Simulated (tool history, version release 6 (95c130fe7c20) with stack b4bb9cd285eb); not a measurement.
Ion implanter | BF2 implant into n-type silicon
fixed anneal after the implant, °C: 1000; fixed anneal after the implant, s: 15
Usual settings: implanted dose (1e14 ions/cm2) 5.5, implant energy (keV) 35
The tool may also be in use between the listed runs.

run     day  implanted dose (1e14 ions/cm2)  implant energy (keV)  wafers since the last listed run  hours since the last dose calibration  hours since the extraction supply was calibrated  hours since the gauge calibration  read-back reference wafer on the same gauge, sheet resistance  sheet resistance of the implanted and annealed layer (ohm/square)
  1       0                            4.65                    35                                 0                                 1853.8                                            5122.9                               51.3                                                         224.91                                                             275.14
  2   0.642                            4.65                    35                               395                                 1869.2                                            5138.3                               66.7                                                         225.05                                                             275.86
  3   1.267                            4.65                    35                               385                                 1884.2                                            5153.3                               81.7                                                         225.07                                                             275.47
  4   1.621                             5.5                    35                               218                                 1892.7                                            5161.8                               90.2                                                         224.95                                                             241.54
  5   1.871                             5.5                    35                               154                                 1898.7                                            5167.8                               96.2                                                         224.99                                                             241.73
  6   2.596                             5.5                    35                               447                                 1916.1                                            5185.2                              113.6                                                         224.94                                                             241.05
  7     3.2                             5.5                    35                               372                                 1930.6                                            5199.7                              128.1                                                         224.86                                                             241.44
  8   3.883                            4.73                    35                               421                                   1947                                            5216.1                              144.5                                                         224.95                                                             270.84
  9   4.225                            4.73                    35                               210                                 1955.2                                            5224.3                              152.7                                                         225.03                                                             271.39
 10   4.767                            4.73                    35                               334                                 1968.2                                            5237.3                              165.7                                                         224.96                                                             271.35
 11   5.229                            6.22                    26                               285                                 1979.3                                            5248.4                              176.8                                                         224.96                                                             240.35
 12   5.775                            4.65                    35                               336                                 1992.4                                            5261.5                              189.9                                                         225.12                                                             274.57
 13   6.433                            4.47                  45.5                               406                                 2008.2                                            5277.3                              205.7                                                         225.08                                                             275.65
 14   7.771                             5.5                    35                               825                                 2040.3                                            5309.4                              237.8                                                         225.04                                                              241.6
      8.367  -- gauge calibrated
      8.371  -- extraction supply calibrated
 15   8.392                             6.5                    44                               177                                 2055.2                                               0.5                                0.6                                                         224.98                                                             203.75
      8.979  -- Faraday cup replaced and dose calibrated
 16       9                             5.5                  26.5                               169                                    0.5                                              15.1                               15.2                                                         224.98                                                             266.38
 17   9.521                            3.95                  29.5                               321                                     13                                              27.6                               27.7                                                         224.89                                                             335.58
 18  10.142                            4.37                    27                               382                                   27.9                                              42.5                               42.6                                                          225.1                                                             313.58
 19  11.171                             5.5                  25.5                               634                                   52.6                                              67.2                               67.3                                                         225.03                                                             268.98
 20  11.704                             6.6                  25.5                               329                                   65.4                                                80                               80.1                                                         225.02                                                             241.34

The next listed run, before its measurement:
 21  11.992                             5.5                    43                               177                                   72.3                                              86.9                                 87                                                              ?                                                                  ?

{"run 21": {"read-back reference wafer on the same gauge, sheet resistance": 225.05, "sheet resistance of the implanted and annealed layer (ohm/square)": 242.62}}
Without the tool's hidden state the same run would have given sheet resistance of the implanted and annealed layer (ohm/square) 241.83.
